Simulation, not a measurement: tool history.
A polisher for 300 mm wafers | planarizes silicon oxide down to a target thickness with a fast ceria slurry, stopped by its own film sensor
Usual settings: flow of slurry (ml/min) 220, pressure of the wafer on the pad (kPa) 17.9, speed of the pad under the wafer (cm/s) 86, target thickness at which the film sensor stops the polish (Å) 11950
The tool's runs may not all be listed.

run,hour,flow of slurry (ml/min),pressure of the wafer on the pad (kPa),speed of the pad under the wafer (cm/s),target thickness at which the film sensor stops the polish (Å),wafers since the last listed run,wafers polished on this pad,hours since the slurry nozzle was cleaned,hours since the head pressure was calibrated,"incoming thickness of the incoming film, nm",time until the film sensor stopped the polish (s)
1,0.0,220,17.9,86,11950,0,56,709.7,897.6,1866.3,65.9
2,12.0,220,17.9,86,11950,129,185,721.7,909.6,1907.2,74.3
3,29.4,220,17.9,86,11950,187,373,739.1,927.0,1846.8,65.9
4,46.3,220,17.9,108,11950,182,556,756.0,943.9,1861.0,57.7
5,61.8,220,17.9,108,11950,167,723,771.5,959.4,1842.2,57.9
6,75.2,220,17.9,108,11950,144,867,784.9,972.8,1874.4,65.1
# hour 81.2: worn pad replaced by a new one
# hour 92.3: head pressure recalibrated
7,92.6,220,17.9,72,11950,122,101,802.3,0.3,1879.9,79.6
8,109.2,220,17.9,86,11950,179,280,818.9,16.9,1871.6,68.3
9,120.7,220,17.9,86,9630,124,404,830.4,28.4,1866.9,94.1
10,134.6,220,11.7,86,11950,149,554,844.3,42.3,1848.4,104.9
11,144.0,220,17.9,86,11950,101,656,853.7,51.7,1909.1,78.7
12,152.1,220,17.9,86,11950,87,743,861.8,59.8,1867.4,77.1
# hour 162.2: worn pad replaced by a new one
13,162.7,245,17.9,110,11950,71,5,872.4,70.4,1858.5,53.6
# hour 164.2: slurry nozzle cleaned
14,173.0,155,21.4,72,10500,100,106,8.8,80.7,1868.8,89.3
15,186.9,220,17.9,76,11950,149,256,22.7,94.6,1866.1,75.5
16,202.8,220,17.9,86,11950,171,427,38.6,110.5,1891.9,69.9
17,216.6,220,22.8,86,11950,148,576,52.4,124.3,1841.5,57.2

What the log doesn't show, run by run:
slurry flow missing at the pad, %: 0 in every run
deviation of the head's pressure from its setpoint, %: 0 in every run
H1: removal rate lost through wear of the pad, %
run,H1
1,0.228
2,0.787
3,2.66
4,5.68
5,9.48
6,13.6
7,0.846
8,2.2
9,3.81
10,6.49
11,8.76
12,11
13,0.216
14,0.458
15,1.48
16,3.64
17,6.35
